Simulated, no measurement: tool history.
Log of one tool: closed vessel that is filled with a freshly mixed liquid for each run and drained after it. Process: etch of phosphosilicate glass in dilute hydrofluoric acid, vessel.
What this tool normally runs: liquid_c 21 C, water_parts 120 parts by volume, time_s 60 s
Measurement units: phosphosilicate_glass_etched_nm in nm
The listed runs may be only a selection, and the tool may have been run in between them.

run   hour  liquid_c  water_parts  time_s  read-back film thickness of the phosphosilicate glass reference wafer, read on the same gauge (nm)  phosphosilicate_glass_etched_nm
  1      0        21          120      60                                                                                               90.04                            89.85
  2   27.1        21          120      60                                                                                                  90                            87.93
  3   57.3        21          120      60                                                                                               90.01                            88.27
  4   79.1        21          120      60                                                                                               90.07                            88.43
  5    100        21          120      60                                                                                               89.97                            87.31
  6  112.9        21          120      60                                                                                               90.01                             88.2
  7  131.1        21          120      40                                                                                               90.01                            58.69
  8  164.6        21          120      40                                                                                               90.02                            57.96
  9  192.4        21          120      40                                                                                               89.98                            57.84
 10  209.5        21          120      60                                                                                               90.01                             86.9
 11  236.3        21          120      60                                                                                               90.04                            86.65
 12  258.2        21          120      60                                                                                               90.05                            85.61
 13  271.6        21          120      60                                                                                               89.95                            86.95
 14  297.5        21          120      60                                                                                               89.98                            85.91
 15  319.9        21          120      60                                                                                               90.01                            85.25
 16  410.4        23           70      30                                                                                               89.99                            83.17
       418  -- hydrofluoric acid flow meter replaced
 17  425.7      24.5           80      40                                                                                               89.99                           108.94
     445.4  -- gauge calibrated
 18  508.7        21          120      60                                                                                               89.98                            89.17
 19  529.2        21          120      60                                                                                               89.96                            88.77
 20  549.8        19          140      35                                                                                               89.98                            40.06
 21  583.7        21           60      75                                                                                               89.98                           237.75
 22  618.7        21          155      60                                                                                               89.97                            65.89
     621.7  -- thermometer replaced
 23  642.6        21          120      60                                                                                               90.01                            88.31
 24  676.8      19.5          120      40                                                                                               89.96                            54.43
 25  708.1        21          100      85                                                                                               90.01                           149.56
 26  723.1        19           85      75                                                                                               89.98                           148.02
 27  755.2      24.5          140      60                                                                                               89.93                            83.09
 28  788.6        21          120      40                                                                                               89.98                            57.82
 29  808.3        21          120      60                                                                                               90.01                            86.31

What if the next run were any one of these 4? Each begins from the tool's condition after run 29:
  A   809        17          120      60                                                                                                   ?                                ?
  B   809      25.5          165      60                                                                                                   ?                                ?
  C   809        21           95      60                                                                                                   ?                                ?
  D   809        21          120      30                                                                                                   ?                                ?

run  read-back film thickness of the phosphosilicate glass reference wafer, read on the same gauge (nm)  phosphosilicate_glass_etched_nm
  A                                                                                               90.02                            73.66
  B                                                                                               90.02                            71.14
  C                                                                                               90.02                            112.8
  D                                                                                               90.02                            43.36
What these runs would have given with no unlogged condition in the tool:
run  phosphosilicate_glass_etched_nm
  A                            77.55
  B                            75.14
  C                           118.69
  D                            45.67
